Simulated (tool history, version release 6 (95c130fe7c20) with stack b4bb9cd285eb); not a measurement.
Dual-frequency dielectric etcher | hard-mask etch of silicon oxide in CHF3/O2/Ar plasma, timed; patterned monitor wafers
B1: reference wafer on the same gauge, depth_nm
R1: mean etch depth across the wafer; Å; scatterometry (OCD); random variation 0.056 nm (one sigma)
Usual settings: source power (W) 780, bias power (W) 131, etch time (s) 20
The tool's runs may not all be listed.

run 1 day=0 | source_power_(W)=780 bias_power_(W)=131 etch_time_(s)=20 | B1=32.2 | R1=378.2
run 2 day=0.708 | source_power_(W)=620 bias_power_(W)=131 etch_time_(s)=20 | B1=32.22 | R1=363.5
-- day=0.904 gauge calibrated
run 3 day=1.333 | source_power_(W)=780 bias_power_(W)=131 etch_time_(s)=23 | B1=32.18 | R1=435.9
run 4 day=1.888 | source_power_(W)=780 bias_power_(W)=131 etch_time_(s)=23 | B1=32.19 | R1=434.8
run 5 day=2.479 | source_power_(W)=780 bias_power_(W)=131 etch_time_(s)=20 | B1=32.21 | R1=380.4
run 6 day=2.75 | source_power_(W)=780 bias_power_(W)=107 etch_time_(s)=20 | B1=32.19 | R1=368.8
run 7 day=3.004 | source_power_(W)=780 bias_power_(W)=131 etch_time_(s)=20 | B1=32.2 | R1=378.4
run 8 day=3.383 | source_power_(W)=780 bias_power_(W)=131 etch_time_(s)=20 | B1=32.2 | R1=379.4
run 9 day=3.692 | source_power_(W)=780 bias_power_(W)=131 etch_time_(s)=20 | B1=32.2 | R1=379.3
run 10 day=3.971 | source_power_(W)=780 bias_power_(W)=131 etch_time_(s)=20 | B1=32.19 | R1=381.1
run 11 day=4.65 | source_power_(W)=780 bias_power_(W)=131 etch_time_(s)=20 | B1=32.2 | R1=379.4
run 12 day=5.146 | source_power_(W)=780 bias_power_(W)=131 etch_time_(s)=20 | B1=32.2 | R1=379.5
run 13 day=5.733 | source_power_(W)=780 bias_power_(W)=131 etch_time_(s)=20 | B1=32.2 | R1=381.3
run 14 day=6.142 | source_power_(W)=780 bias_power_(W)=131 etch_time_(s)=20 | B1=32.2 | R1=380.6
-- day=6.658 source power generator calibrated
-- day=7.208 upper electrode replaced
run 15 day=7.229 | source_power_(W)=780 bias_power_(W)=131 etch_time_(s)=20 | B1=32.21 | R1=380.9
run 16 day=7.242 | source_power_(W)=780 bias_power_(W)=110 etch_time_(s)=20 | B1=32.2 | R1=371.1
run 17 day=7.7 | source_power_(W)=980 bias_power_(W)=131 etch_time_(s)=16.5 | B1=32.2 | R1=330.6
run 18 day=8.167 | source_power_(W)=900 bias_power_(W)=140 etch_time_(s)=22 | B1=32.21 | R1=437.2
-- day=8.946 bias power generator calibrated
run 19 day=8.967 | source_power_(W)=780 bias_power_(W)=103 etch_time_(s)=20 | B1=32.21 | R1=368.9

Forecast run 20:
-- day=10.217 wet clean of the chamber
run 20 day=10.238 | source_power_(W)=780 bias_power_(W)=164 etch_time_(s)=17 | B1=? | R1=?

B1: 32.19
R1: 331.4 Å
Without the tool's hidden state the same run would have given R1 331.8 Å.
